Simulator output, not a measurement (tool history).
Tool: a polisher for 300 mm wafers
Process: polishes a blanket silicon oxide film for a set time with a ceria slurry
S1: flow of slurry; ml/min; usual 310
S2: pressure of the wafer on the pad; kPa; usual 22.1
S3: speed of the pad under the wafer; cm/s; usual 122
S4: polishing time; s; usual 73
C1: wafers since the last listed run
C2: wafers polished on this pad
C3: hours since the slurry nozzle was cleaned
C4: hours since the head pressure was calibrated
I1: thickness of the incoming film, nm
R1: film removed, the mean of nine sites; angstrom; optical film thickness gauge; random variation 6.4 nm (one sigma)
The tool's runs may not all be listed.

run	hour	S1	S2	S3	S4	C1	C2	C3	C4	I1	R1
1	0.0	310	22.1	122	73	0	2854	276.3	87.0	1869.1	4181
2	65.6	310	22.1	122	73	660	3514	341.9	152.6	1856.9	4106
3	132.1	310	22.1	122	73	669	4184	408.4	219.1	1891.9	4062
4	185.9	310	22.1	122	73	541	4726	462.2	272.9	1915.5	4087
# hour 226.2: worn pad replaced by a new one
5	226.7	310	22.1	122	73	370	5	503.0	313.7	1864.7	3977
6	274.9	310	22.1	122	73	485	490	551.2	361.9	1864.6	3994
# hour 304.7: slurry nozzle cleaned
7	322.8	310	22.1	122	73	472	963	18.1	409.8	1897.6	4259
8	369.2	310	22.1	122	73	467	1430	64.5	456.2	1859.1	4190
# hour 464.8: head pressure recalibrated
9	570.3	310	22.1	122	73	2005	3436	265.6	105.5	1870.2	4169
10	638.8	310	22.1	122	73	689	4126	334.1	174.0	1861.0	4033
# hour 673.1: worn pad replaced by a new one
11	675.0	310	22.1	122	73	324	18	370.3	210.2	1872.3	4082
12	729.2	310	22.1	134	73	545	564	424.5	264.4	1855.7	4576
13	792.9	310	22.1	134	73	641	1206	488.2	328.1	1871.9	4349
# hour 826.7: slurry nozzle cleaned
14	831.5	310	22.1	84	73	378	1585	4.8	366.7	1875.2	2991
15	866.9	310	22.1	122	73	356	1941	40.2	402.1	1889.1	4275
16	893.1	310	25.5	102	73	263	2205	66.4	428.3	1850.1	3853
17	932.8	370	22.1	122	48	399	2605	106.1	468.0	1899.3	2827
# hour 944.2: head pressure recalibrated
18	992.6	310	22.1	122	73	582	3187	165.9	48.4	1861.9	4237
19	1046.1	235	17.2	94	73	538	3726	219.4	101.9	1861.3	2715
20	1099.6	310	22.1	146	73	538	4265	272.9	155.4	1861.9	4984
21	1129.6	310	14.5	92	73	302	4567	302.9	185.4	1902.8	2480
# hour 1139.9: worn pad replaced by a new one
22	1162.6	310	22.1	122	73	292	228	335.9	218.4	1888.2	4158
23	1210.4	255	18.6	154	80	481	709	383.7	266.2	1871.7	5080
24	1312.0	400	17.9	84	50	1023	1733	485.3	367.8	1906.8	1796
# hour 1331.9: slurry nozzle cleaned
25	1367.3	310	22.1	122	73	546	2280	35.4	423.1	1919.0	4185
# hour 1402.7: head pressure recalibrated
26	1530.8	310	16.5	122	73	1626	3906	198.9	128.1	1878.1	3609
27	1559.7	310	19.3	84	52	291	4197	227.8	157.0	1863.6	1889
28	1615.1	310	22.1	122	85	558	4755	283.2	212.4	1878.4	4954
29	1683.3	210	24.1	122	58	686	5442	351.4	280.6	1918.5	3302
# hour 1727.0: worn pad replaced by a new one
30	1753.5	310	22.1	92	73	666	267	421.6	350.8	1907.7	3163
31	1789.9	310	22.1	122	50	366	633	458.0	387.2	1886.2	2831
32	1814.1	310	22.1	122	87	243	877	482.2	411.4	1869.0	4779
# hour 1858.7: slurry nozzle cleaned
33	1879.4	360	22.1	136	88	647	1525	20.7	476.7	1881.8	5814
# hour 1913.3: head pressure recalibrated
34	1915.4	345	22.1	90	73	342	1867	56.7	2.1	1882.7	3170
35	1949.4	310	22.1	122	73	342	2210	90.7	36.1	1899.6	4226
36	1990.5	310	22.1	122	73	413	2624	131.8	77.2	1883.1	4234
37	2019.0	310	22.1	122	73	287	2911	160.3	105.7	1877.9	4119

Forecast each of these 4 alternatives for the next run:
A	2019.5	310	22.1	122	73	5	2916	160.8	106.2	1871.1	?
B	2019.5	370	15.9	122	73	5	2916	160.8	106.2	1871.1	?
C	2019.5	395	17.2	144	96	5	2916	160.8	106.2	1871.1	?
D	2019.5	310	27.6	122	73	5	2916	160.8	106.2	1871.1	?

run	R1
A	4249
B	3584
C	5843
D	4887
Without the tool's hidden state the same runs would have given:
run	R1
A	4297
B	3619
C	5896
D	4942

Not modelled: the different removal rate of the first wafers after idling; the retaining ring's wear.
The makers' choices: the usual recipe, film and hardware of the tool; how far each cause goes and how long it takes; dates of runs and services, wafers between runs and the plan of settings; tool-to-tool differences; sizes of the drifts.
